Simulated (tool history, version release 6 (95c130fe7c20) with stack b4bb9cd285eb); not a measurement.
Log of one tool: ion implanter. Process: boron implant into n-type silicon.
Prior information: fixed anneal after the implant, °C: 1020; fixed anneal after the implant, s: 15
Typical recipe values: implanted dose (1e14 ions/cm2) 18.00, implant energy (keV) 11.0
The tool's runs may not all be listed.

| run | day | implanted dose (1e14 ions/cm2) | implant energy (keV) | wafers since the last listed run | hours since the last dose calibration | hours since the extraction supply was calibrated | hours since the gauge calibration | read-back reference wafer on the same gauge, sheet resistance | sheet resistance of the implanted and annealed layer (ohm/square) |
|---|---|---|---|---|---|---|---|---|---|
| 1 | 0.000 | 16.17 | 11.0 | 0 | 130.7 | 1119.3 | 1005.9 | 90.17 | 100.93 |
| 2 | 1.083 | 18.00 | 11.0 | 305 | 156.7 | 1145.3 | 1031.9 | 90.12 | 96.54 |
| 3 | 2.329 | 18.00 | 10.0 | 351 | 186.6 | 1175.2 | 1061.8 | 90.12 | 101.22 |
| 4 | 4.450 | 18.00 | 10.0 | 598 | 237.5 | 1226.1 | 1112.7 | 90.18 | 100.71 |
| 5 | 6.233 | 18.00 | 10.0 | 503 | 280.3 | 1268.9 | 1155.5 | 90.10 | 100.95 |
| 6 | 9.154 | 18.00 | 11.0 | 824 | 350.4 | 1339.0 | 1225.6 | 90.11 | 97.01 |
| 7 | 11.512 | 18.00 | 11.0 | 665 | 407.0 | 1395.6 | 1282.2 | 90.05 | 96.89 |
| 8 | 14.446 | 18.00 | 8.5 | 828 | 477.4 | 1466.0 | 1352.6 | 90.12 | 109.24 |
|  | 17.521 | Faraday cup replaced and dose calibrated |
| 9 | 17.542 | 18.00 | 8.5 | 780 | 0.5 | 1540.3 | 1426.9 | 90.07 | 107.30 |
| 10 | 19.075 | 21.92 | 11.0 | 432 | 37.3 | 1577.1 | 1463.7 | 90.10 | 90.52 |
| 11 | 21.379 | 21.92 | 11.0 | 650 | 92.6 | 1632.4 | 1519.0 | 90.19 | 90.80 |
|  | 22.150 | gauge calibrated |
| 12 | 23.192 | 21.92 | 11.0 | 511 | 136.1 | 1675.9 | 25.0 | 90.06 | 90.65 |
| 13 | 24.871 | 18.00 | 11.0 | 474 | 176.4 | 1716.2 | 65.3 | 90.05 | 95.49 |
| 14 | 27.229 | 18.00 | 11.0 | 665 | 233.0 | 1772.8 | 121.9 | 90.15 | 96.42 |
| 15 | 29.933 | 21.89 | 8.5 | 763 | 297.9 | 1837.7 | 186.8 | 90.11 | 104.00 |
| 16 | 32.112 | 18.00 | 11.0 | 615 | 350.2 | 1890.0 | 239.1 | 90.09 | 96.72 |
| 17 | 39.758 | 16.39 | 14.0 | 2159 | 533.7 | 2073.5 | 422.6 | 90.11 | 93.08 |
| 18 | 42.629 | 14.97 | 8.0 | 810 | 602.6 | 2142.4 | 491.5 | 90.10 | 117.47 |
|  | 44.533 | extraction supply calibrated |
| 19 | 44.758 | 15.21 | 11.0 | 507 | 653.7 | 5.4 | 542.6 | 90.13 | 104.18 |
|  | 45.633 | Faraday cup replaced and dose calibrated |
| 20 | 47.562 | 18.00 | 11.0 | 697 | 46.3 | 72.7 | 609.9 | 90.11 | 96.24 |
| 21 | 50.342 | 13.91 | 9.0 | 784 | 113.0 | 139.4 | 676.6 | 90.06 | 115.23 |
| 22 | 51.379 | 16.17 | 11.0 | 292 | 137.9 | 164.3 | 701.5 | 90.11 | 100.41 |
| 23 | 53.917 | 20.67 | 9.0 | 716 | 198.8 | 225.2 | 762.4 | 90.10 | 101.82 |
| 24 | 56.596 | 18.00 | 11.0 | 756 | 263.1 | 289.5 | 826.7 | 90.06 | 96.31 |
| 25 | 58.575 | 22.77 | 9.5 | 558 | 310.6 | 337.0 | 874.2 | 90.03 | 98.02 |
| 26 | 59.875 | 14.68 | 12.5 | 367 | 341.8 | 368.2 | 905.4 | 90.13 | 100.90 |
| 27 | 60.925 | 18.00 | 11.0 | 296 | 367.0 | 393.4 | 930.6 | 90.15 | 96.86 |
| 28 | 63.525 | 18.00 | 12.5 | 734 | 429.4 | 455.8 | 993.0 | 90.12 | 92.14 |
| 29 | 64.912 | 13.47 | 11.0 | 391 | 462.7 | 489.1 | 1026.3 | 90.09 | 110.37 |

Forecast each of these 5 alternatives for the next run:
| A | 64.929 | 18.00 | 11.0 | 4 | 463.1 | 489.5 | 1026.7 | ? | ? |
| B | 64.929 | 19.45 | 11.0 | 4 | 463.1 | 489.5 | 1026.7 | ? | ? |
| C | 64.929 | 21.68 | 15.0 | 4 | 463.1 | 489.5 | 1026.7 | ? | ? |
| D | 64.929 | 20.53 | 14.5 | 4 | 463.1 | 489.5 | 1026.7 | ? | ? |
| E | 64.929 | 12.83 | 10.0 | 4 | 463.1 | 489.5 | 1026.7 | ? | ? |

| run | read-back reference wafer on the same gauge, sheet resistance | sheet resistance of the implanted and annealed layer (ohm/square) |
|---|---|---|
| A | 90.11 | 97.31 |
| B | 90.11 | 94.83 |
| C | 90.11 | 79.58 |
| D | 90.11 | 82.46 |
| E | 90.11 | 116.62 |
With the hidden condition removed and each run's random variation left untouched, the same runs would have given:
| run | sheet resistance of the implanted and annealed layer (ohm/square) |
|---|---|
| A | 96.64 |
| B | 94.25 |
| C | 78.98 |
| D | 81.81 |
| E | 115.43 |
